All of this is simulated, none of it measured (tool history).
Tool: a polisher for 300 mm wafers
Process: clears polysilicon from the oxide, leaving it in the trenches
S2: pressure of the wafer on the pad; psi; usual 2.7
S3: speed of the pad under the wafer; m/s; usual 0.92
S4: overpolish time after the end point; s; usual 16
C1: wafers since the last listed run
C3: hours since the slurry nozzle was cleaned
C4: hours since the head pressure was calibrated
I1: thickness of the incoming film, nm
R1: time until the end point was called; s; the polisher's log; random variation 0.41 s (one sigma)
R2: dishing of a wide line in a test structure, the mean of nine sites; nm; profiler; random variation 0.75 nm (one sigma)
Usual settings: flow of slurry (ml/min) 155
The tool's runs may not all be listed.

run 1 hour=0 | flow_of_slurry_(ml/min)=155 S2=2.7 S3=0.92 S4=16 | C1=0 wafers_polished_on_this_pad=4928 C3=622.2 C4=502.8 | I1=325.1 | R1=28.4 R2=53.9
run 2 hour=33.4 | flow_of_slurry_(ml/min)=155 S2=2.7 S3=0.92 S4=16 | C1=465 wafers_polished_on_this_pad=5394 C3=655.6 C4=536.2 | I1=324.1 | R1=27.6 R2=52.4
-- hour=91.9 worn pad replaced by a new one
-- hour=100.2 slurry nozzle cleaned
run 3 hour=104.4 | flow_of_slurry_(ml/min)=155 S2=2.7 S3=0.92 S4=16 | C1=919 wafers_polished_on_this_pad=160 C3=4.2 C4=607.2 | I1=321.1 | R1=29.6 R2=55.4
run 4 hour=155.5 | flow_of_slurry_(ml/min)=155 S2=2.7 S3=0.92 S4=16 | C1=712 wafers_polished_on_this_pad=872 C3=55.3 C4=658.3 | I1=325.4 | R1=31 R2=52.8
run 5 hour=209.9 | flow_of_slurry_(ml/min)=155 S2=2.7 S3=0.92 S4=16 | C1=758 wafers_polished_on_this_pad=1631 C3=109.7 C4=712.7 | I1=324.8 | R1=31.2 R2=52.9
run 6 hour=242.8 | flow_of_slurry_(ml/min)=155 S2=2.7 S3=0.92 S4=16 | C1=458 wafers_polished_on_this_pad=2089 C3=142.6 C4=745.6 | I1=319.4 | R1=30.6 R2=54.3
run 7 hour=285.4 | flow_of_slurry_(ml/min)=155 S2=2.7 S3=0.92 S4=16 | C1=593 wafers_polished_on_this_pad=2683 C3=185.2 C4=788.2 | I1=320.4 | R1=30.7 R2=54.2
-- hour=308.4 head pressure recalibrated
run 8 hour=349.8 | flow_of_slurry_(ml/min)=155 S2=3.1 S3=0.92 S4=14 | C1=869 wafers_polished_on_this_pad=3552 C3=249.6 C4=41.4 | I1=323.4 | R1=28.5 R2=52.4
run 9 hour=409.2 | flow_of_slurry_(ml/min)=155 S2=3.1 S3=0.92 S4=14 | C1=827 wafers_polished_on_this_pad=4380 C3=309 C4=100.8 | I1=323.2 | R1=28.7 R2=53.5
run 10 hour=442.2 | flow_of_slurry_(ml/min)=155 S2=3.1 S3=0.92 S4=14 | C1=459 wafers_polished_on_this_pad=4840 C3=342 C4=133.8 | I1=320.8 | R1=29 R2=52.4
run 11 hour=507.2 | flow_of_slurry_(ml/min)=155 S2=2.7 S3=1.18 S4=16 | C1=905 wafers_polished_on_this_pad=5746 C3=407 C4=198.8 | I1=320.8 | R1=24.5 R2=55.7
run 12 hour=550.6 | flow_of_slurry_(ml/min)=155 S2=2.7 S3=0.92 S4=16 | C1=604 wafers_polished_on_this_pad=6351 C3=450.4 C4=242.2 | I1=321.8 | R1=31.8 R2=54.1
-- hour=579.4 worn pad replaced by a new one, repeated, since the last time left the tool worse
run 13 hour=597.9 | flow_of_slurry_(ml/min)=105 S2=1.8 S3=0.92 S4=16 | C1=603 wafers_polished_on_this_pad=258 C3=497.7 C4=289.5 | I1=322.9 | R1=37.2 R2=52.2
run 14 hour=664.6 | flow_of_slurry_(ml/min)=155 S2=2.7 S3=0.92 S4=16 | C1=929 wafers_polished_on_this_pad=1187 C3=564.4 C4=356.2 | I1=320.4 | R1=27.4 R2=54.4
run 15 hour=729.5 | flow_of_slurry_(ml/min)=155 S2=3.1 S3=0.92 S4=16 | C1=904 wafers_polished_on_this_pad=2092 C3=629.3 C4=421.1 | I1=323.6 | R1=25.4 R2=54.9
run 16 hour=763 | flow_of_slurry_(ml/min)=155 S2=2.7 S3=0.92 S4=16 | C1=466 wafers_polished_on_this_pad=2559 C3=662.8 C4=454.6 | I1=320.4 | R1=27.7 R2=52.9
run 17 hour=791.1 | flow_of_slurry_(ml/min)=100 S2=3.5 S3=1.24 S4=10 | C1=391 wafers_polished_on_this_pad=2950 C3=690.9 C4=482.7 | I1=318.1 | R1=18 R2=53.7
run 18 hour=830 | flow_of_slurry_(ml/min)=175 S2=2.7 S3=0.92 S4=12 | C1=542 wafers_polished_on_this_pad=3492 C3=729.8 C4=521.6 | I1=324 | R1=27.4 R2=52
-- hour=842.7 slurry nozzle cleaned
run 19 hour=863.9 | flow_of_slurry_(ml/min)=170 S2=3.1 S3=1.18 S4=25 | C1=458 wafers_polished_on_this_pad=3951 C3=21.2 C4=555.5 | I1=323.2 | R1=19.9 R2=55.8
run 20 hour=920.1 | flow_of_slurry_(ml/min)=170 S2=2.7 S3=0.92 S4=25 | C1=783 wafers_polished_on_this_pad=4734 C3=77.4 C4=611.7 | I1=320.5 | R1=28.5 R2=54.8
run 21 hour=951.5 | flow_of_slurry_(ml/min)=155 S2=2.7 S3=0.92 S4=16 | C1=437 wafers_polished_on_this_pad=5171 C3=108.8 C4=643.1 | I1=313.4 | R1=27.4 R2=54.9
-- hour=975.1 head pressure recalibrated
run 22 hour=1004.2 | flow_of_slurry_(ml/min)=155 S2=2.7 S3=0.92 S4=16 | C1=706 wafers_polished_on_this_pad=5878 C3=161.5 C4=29.1 | I1=321.9 | R1=27.9 R2=53.7
-- hour=1030.9 worn pad replaced by a new one
run 23 hour=1064.4 | flow_of_slurry_(ml/min)=155 S2=3.1 S3=0.92 S4=14 | C1=783 wafers_polished_on_this_pad=467 C3=221.7 C4=89.3 | I1=318.2 | R1=24.5 R2=54.6
run 24 hour=1093.7 | flow_of_slurry_(ml/min)=105 S2=2.3 S3=0.7 S4=6 | C1=408 wafers_polished_on_this_pad=875 C3=251 C4=118.6 | I1=318.3 | R1=41 R2=32.3
run 25 hour=1165.3 | flow_of_slurry_(ml/min)=155 S2=3.2 S3=0.92 S4=16 | C1=997 wafers_polished_on_this_pad=1873 C3=322.6 C4=190.2 | I1=319.8 | R1=24.8 R2=55.2
run 26 hour=1192.7 | flow_of_slurry_(ml/min)=155 S2=2.7 S3=0.92 S4=16 | C1=381 wafers_polished_on_this_pad=2255 C3=350 C4=217.6 | I1=320.4 | R1=27.8 R2=54.1
run 27 hour=1220.6 | flow_of_slurry_(ml/min)=155 S2=3 S3=0.74 S4=6 | C1=388 wafers_polished_on_this_pad=2643 C3=377.9 C4=245.5 | I1=319 | R1=31.8 R2=36.7

Forecast run 28:
run 28 hour=1259.9 | flow_of_slurry_(ml/min)=155 S2=2.7 S3=0.92 S4=16 | C1=547 wafers_polished_on_this_pad=3191 C3=417.2 C4=284.8 | I1=316.9 | R1=? R2=?

Run 28 gave R1 27 s, R2 54.7 nm.
Without the tool's hidden state the same run would have given R1 25.6 s, R2 55 nm.
